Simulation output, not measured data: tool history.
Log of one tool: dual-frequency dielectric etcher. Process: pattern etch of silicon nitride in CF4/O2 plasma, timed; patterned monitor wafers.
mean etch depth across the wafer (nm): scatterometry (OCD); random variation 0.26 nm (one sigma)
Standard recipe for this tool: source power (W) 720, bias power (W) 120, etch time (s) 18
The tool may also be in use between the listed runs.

run,day,source power (W),bias power (W),etch time (s),"read-back reference wafer on the same gauge, depth_nm",mean etch depth across the wafer (nm)
1,0,720,120,22.5,33.13,48.91
2,2.954,720,120,22.5,33.08,49.08
3,3.546,720,120,22.5,33.12,49.14
4,4.938,610,120,18,33.12,32.73
5,5.708,610,120,18,33.16,32.53
# day 6.854: gauge calibrated
6,6.908,720,120,18,33.08,39.2
7,7.879,720,120,18,33.06,39.87
# day 9.588: upper electrode replaced
8,9.608,720,120,18,33.1,39.53
9,9.692,670,120,18,33.1,36.95
10,10.329,890,120,18,33.01,48.85
11,11.588,720,120,18,33.13,39.48
12,12.188,720,120,18,33.14,39.95
13,13.429,650,149,15.5,33.1,34.37
14,14.092,720,120,18,33.02,39.93
15,14.812,560,120,15,33.07,25.77
16,16.012,720,120,18,33.04,40.14
17,16.542,770,120,19.5,33.16,46.72
# day 17.529: bias power generator calibrated
# day 18.079: wet clean of the chamber
18,18.1,720,120,13,33.1,28.08
19,18.496,770,111,14,33.05,31.07
20,19.888,880,97,18,33.1,43.48
# day 20.75: source power generator calibrated
21,20.892,720,120,18,33.11,38.85
22,21.533,650,120,18,33.11,34.74
23,22.379,720,120,18,33.04,38.95
24,26.617,560,120,18,33.12,29.93
25,27.338,720,120,18,33.1,39.66
26,27.896,720,120,18,33.15,39.66
27,28.608,610,120,15.5,33.04,28.8
28,29.321,550,109,22,33.1,34.51
29,30.388,720,120,18,33.11,39.81
30,31.433,790,101,22,33.09,49.46
31,32.762,720,99,18,33.13,35.85

3 ways to go on from here, each from the tool as it stands after run 31. What would each give?
A,32.779,880,120,18,?,?
B,32.779,830,120,20.5,?,?
C,32.779,570,107,15.5,?,?

run,"read-back reference wafer on the same gauge, depth_nm",mean etch depth across the wafer (nm)
A,33.1,49.14
B,33.1,52.7
C,33.1,25.12
With the hidden condition removed and each run's random variation left untouched, the same runs would have given:
run,mean etch depth across the wafer (nm)
A,47.36
B,50.78
C,24.21
